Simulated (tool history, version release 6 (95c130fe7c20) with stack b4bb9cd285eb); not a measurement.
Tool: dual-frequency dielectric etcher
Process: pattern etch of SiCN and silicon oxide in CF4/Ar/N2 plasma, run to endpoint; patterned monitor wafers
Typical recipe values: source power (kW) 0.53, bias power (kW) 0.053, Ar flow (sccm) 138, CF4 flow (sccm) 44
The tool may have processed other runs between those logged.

| run | hour | source power (kW) | bias power (kW) | Ar flow (sccm) | CF4 flow (sccm) | wafers since the last listed run | hours since the last wet clean | hours since the last source power generator calibration | hours since the last bias power generator calibration | hours since the last Ar flow controller change | hours since the last CF4 flow controller change | hours since the last upper electrode change | incoming incoming film thickness, nm | endpoint time (s) |
|---|---|---|---|---|---|---|---|---|---|---|---|---|---|---|
| 1 | 0 | 0.53 | 0.053 | 138 | 44 | 0 | 47.9 | 2591.2 | 3347.8 | 5852.6 | 2985.5 | 4189.6 | 11 | 15.6 |
| 2 | 25.3 | 0.53 | 0.053 | 138 | 44 | 255 | 73.2 | 2616.5 | 3373.1 | 5877.9 | 3010.8 | 4214.9 | 11.01 | 15.9 |
| 3 | 58.7 | 0.53 | 0.053 | 138 | 44 | 337 | 106.6 | 2649.9 | 3406.5 | 5911.3 | 3044.2 | 4248.3 | 10.99 | 15.4 |
| 4 | 91.5 | 0.53 | 0.047 | 138 | 44 | 331 | 139.4 | 2682.7 | 3439.3 | 5944.1 | 3077 | 4281.1 | 10.9 | 16.2 |
| 5 | 117.3 | 0.53 | 0.047 | 138 | 44 | 260 | 165.2 | 2708.5 | 3465.1 | 5969.9 | 3102.8 | 4306.9 | 10.96 | 16.3 |
|  | 159.7 | Ar flow controller replaced |
|  | 193.6 | bias power generator calibrated |
| 6 | 210.4 | 0.53 | 0.053 | 138 | 44 | 839 | 258.3 | 2801.6 | 16.8 | 50.7 | 3195.9 | 4400 | 10.99 | 15.5 |
| 7 | 232.7 | 0.53 | 0.053 | 138 | 44 | 225 | 280.6 | 2823.9 | 39.1 | 73 | 3218.2 | 4422.3 | 10.84 | 15.3 |
| 8 | 245.1 | 0.53 | 0.053 | 138 | 44 | 125 | 293 | 2836.3 | 51.5 | 85.4 | 3230.6 | 4434.7 | 11.13 | 15.8 |
| 9 | 262.4 | 0.53 | 0.053 | 138 | 44 | 174 | 310.3 | 2853.6 | 68.8 | 102.7 | 3247.9 | 4452 | 11.01 | 15.3 |
| 10 | 298.3 | 0.53 | 0.043 | 138 | 44 | 362 | 346.2 | 2889.5 | 104.7 | 138.6 | 3283.8 | 4487.9 | 10.99 | 16.9 |
|  | 314.3 | CF4 flow controller replaced |
|  | 322.6 | wet clean of the chamber |
| 11 | 328.1 | 0.53 | 0.053 | 162 | 44 | 156 | 5.5 | 2919.3 | 134.5 | 168.4 | 13.8 | 4517.7 | 11.02 | 16.2 |
| 12 | 362.4 | 0.43 | 0.058 | 167 | 48 | 346 | 39.8 | 2953.6 | 168.8 | 202.7 | 48.1 | 4552 | 10.99 | 17.8 |
| 13 | 388.1 | 0.57 | 0.053 | 138 | 48 | 259 | 65.5 | 2979.3 | 194.5 | 228.4 | 73.8 | 4577.7 | 10.92 | 14.4 |
| 14 | 409.7 | 0.66 | 0.063 | 123 | 36 | 218 | 87.1 | 3000.9 | 216.1 | 250 | 95.4 | 4599.3 | 11.03 | 12.4 |
| 15 | 436.6 | 0.53 | 0.053 | 165 | 44 | 271 | 114 | 3027.8 | 243 | 276.9 | 122.3 | 4626.2 | 11.01 | 16.2 |
|  | 472.7 | source power generator calibrated |
| 16 | 473.2 | 0.53 | 0.053 | 138 | 44 | 329 | 150.6 | 0.5 | 279.6 | 313.5 | 158.9 | 4662.8 | 11.08 | 15.6 |
|  | 509.5 | upper electrode replaced |
| 17 | 510 | 0.53 | 0.058 | 121 | 49 | 129 | 187.4 | 37.3 | 316.4 | 350.3 | 195.7 | 0.5 | 11.09 | 14.6 |
| 18 | 531.5 | 0.49 | 0.053 | 138 | 44 | 217 | 208.9 | 58.8 | 337.9 | 371.8 | 217.2 | 22 | 10.93 | 16.5 |
| 19 | 560.8 | 0.53 | 0.059 | 138 | 53 | 295 | 238.2 | 88.1 | 367.2 | 401.1 | 246.5 | 51.3 | 10.99 | 14.4 |
| 20 | 591.6 | 0.45 | 0.063 | 138 | 53 | 311 | 269 | 118.9 | 398 | 431.9 | 277.3 | 82.1 | 11.06 | 16.2 |
| 21 | 624 | 0.47 | 0.062 | 109 | 35 | 327 | 301.4 | 151.3 | 430.4 | 464.3 | 309.7 | 114.5 | 11.04 | 15.9 |
| 22 | 647.5 | 0.53 | 0.053 | 138 | 44 | 237 | 324.9 | 174.8 | 453.9 | 487.8 | 333.2 | 138 | 11 | 15.5 |
| 23 | 680.4 | 0.64 | 0.053 | 138 | 44 | 332 | 357.8 | 207.7 | 486.8 | 520.7 | 366.1 | 170.9 | 10.88 | 13.4 |

Here are 5 independent what-if runs from the current tool condition. What would each one return?
| A | 680.8 | 0.53 | 0.053 | 138 | 50 | 4 | 358.2 | 208.1 | 487.2 | 521.1 | 366.5 | 171.3 | 10.98 | ? |
| B | 680.8 | 0.57 | 0.049 | 138 | 40 | 4 | 358.2 | 208.1 | 487.2 | 521.1 | 366.5 | 171.3 | 10.98 | ? |
| C | 680.8 | 0.48 | 0.063 | 125 | 54 | 4 | 358.2 | 208.1 | 487.2 | 521.1 | 366.5 | 171.3 | 10.98 | ? |
| D | 680.8 | 0.53 | 0.053 | 138 | 41 | 4 | 358.2 | 208.1 | 487.2 | 521.1 | 366.5 | 171.3 | 10.98 | ? |
| E | 680.8 | 0.53 | 0.053 | 106 | 54 | 4 | 358.2 | 208.1 | 487.2 | 521.1 | 366.5 | 171.3 | 10.98 | ? |

| run | endpoint time (s) |
|---|---|
| A | 15.3 |
| B | 15.4 |
| C | 14.9 |
| D | 15.8 |
| E | 14.2 |
Take away the tool's hidden state, keep each run's random variation, and the runs would have read:
| run | endpoint time (s) |
|---|---|
| A | 15.3 |
| B | 15.4 |
| C | 14.9 |
| D | 15.8 |
| E | 14.2 |

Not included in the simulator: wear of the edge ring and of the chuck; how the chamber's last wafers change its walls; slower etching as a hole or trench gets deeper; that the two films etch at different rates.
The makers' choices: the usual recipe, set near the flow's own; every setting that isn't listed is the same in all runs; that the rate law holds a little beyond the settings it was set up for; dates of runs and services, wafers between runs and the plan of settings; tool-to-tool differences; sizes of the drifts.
